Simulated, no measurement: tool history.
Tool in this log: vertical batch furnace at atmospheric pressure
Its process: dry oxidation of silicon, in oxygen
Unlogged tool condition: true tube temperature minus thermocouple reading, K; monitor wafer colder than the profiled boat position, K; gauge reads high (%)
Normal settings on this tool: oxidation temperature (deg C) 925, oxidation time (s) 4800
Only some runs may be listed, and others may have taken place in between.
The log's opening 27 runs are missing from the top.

run,hour,oxidation temperature (deg C),oxidation time (s),wafers since the last listed run,hours since the last temperature calibration,hours since the boat lift was adjusted,hours since the gauge calibration,"read-back reference wafer on the same gauge, thickness",oxide thickness on the monitor wafer (nm)
28,2529.9,925,4800,810,515,1499.7,984.3,24.52,29.67
29,2625,947,2460,1129,610.1,1594.8,1079.4,24.54,24.13
30,2687.8,941,2940,746,672.9,1657.6,1142.2,24.5,25.03
31,2777.8,941,3090,1069,762.9,1747.6,1232.2,24.49,25.92
32,2859,925,4800,964,844.1,1828.8,1313.4,24.5,29.76
33,2921.1,925,4800,737,906.2,1890.9,1375.5,24.48,29.44
34,3025.3,901,4800,1238,1010.4,1995.1,1479.7,24.51,23.36
35,3108.7,925,5580,990,1093.8,2078.5,1563.1,24.52,32.86
36,3157.6,925,6480,580,1142.7,2127.4,1612,24.51,36.38

Alternative continuations, all from the tool just after run 36; predict every row:
A,3162.7,925,4800,60,1147.8,2132.5,1617.1,?,?
B,3162.7,942,6870,60,1147.8,2132.5,1617.1,?,?
C,3162.7,948,2910,60,1147.8,2132.5,1617.1,?,?

run,"read-back reference wafer on the same gauge, thickness",oxide thickness on the monitor wafer (nm)
A,24.53,29.78
B,24.53,45.54
C,24.53,27.08
Take away the tool's hidden state, keep each run's random variation, and the runs would have read:
run,oxide thickness on the monitor wafer (nm)
A,29.84
B,45.65
C,27.15

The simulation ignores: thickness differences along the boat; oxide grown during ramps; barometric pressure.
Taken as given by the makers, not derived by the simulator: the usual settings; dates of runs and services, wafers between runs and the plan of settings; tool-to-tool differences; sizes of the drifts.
